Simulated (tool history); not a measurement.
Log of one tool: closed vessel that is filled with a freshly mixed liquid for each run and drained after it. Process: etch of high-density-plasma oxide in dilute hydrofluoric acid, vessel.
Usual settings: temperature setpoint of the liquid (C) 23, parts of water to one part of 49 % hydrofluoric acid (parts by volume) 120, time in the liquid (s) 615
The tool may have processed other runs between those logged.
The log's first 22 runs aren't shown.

run	hour	temperature setpoint of the liquid (C)	parts of water to one part of 49 % hydrofluoric acid (parts by volume)	time in the liquid (s)	wafers since the last listed run	hours since the thermometer was replaced	hours since the hydrofluoric acid flow meter was replaced	hours since the gauge calibration	read-back film thickness of the high-density-plasma oxide reference wafer, read on the same gauge (nm)	thickness taken off the high-density-plasma oxide on a monitor wafer (angstrom)
23	280	26	120	810	784	97.7	38.9	171.5	140.01	466.4
24	295.9	23	160	615	1356	113.6	54.8	187.4	140	223.9
25	333.1	23	120	615	3172	150.8	92	224.6	139.97	312
26	343.5	18.5	175	855	887	161.2	102.4	235	140.01	234.1
27	354.8	23	120	365	963	172.5	113.7	246.3	140	186.6
28	369.6	19.5	85	615	1262	187.3	128.5	261.1	140.01	398.5
29	377.6	25	120	430	682	195.3	136.5	269.1	139.99	235.3
30	383.7	25.5	170	390	520	201.4	142.6	275.2	140.01	144.3
31	397.6	25.5	140	615	1185	215.3	156.5	289.1	140.01	285.9

5 options for the next run, each taken on its own from the tool as it stands now. Forecast them:
A	398.4	23	170	615	68	216.1	157.3	289.9	?	?
B	398.4	23	120	275	68	216.1	157.3	289.9	?	?
C	398.4	21	120	465	68	216.1	157.3	289.9	?	?
D	398.4	26	120	355	68	216.1	157.3	289.9	?	?
E	398.4	26	120	615	68	216.1	157.3	289.9	?	?

run	read-back film thickness of the high-density-plasma oxide reference wafer, read on the same gauge (nm)	thickness taken off the high-density-plasma oxide on a monitor wafer (angstrom)
A	139.99	206.7
B	139.99	138.8
C	139.99	216.9
D	139.99	201.2
E	139.99	348.5
The same runs, with their run-to-run variation unchanged, on a tool lacking any hidden condition would have given:
run	thickness taken off the high-density-plasma oxide on a monitor wafer (angstrom)
A	208.6
B	139.8
C	218.3
D	202.7
E	351.2
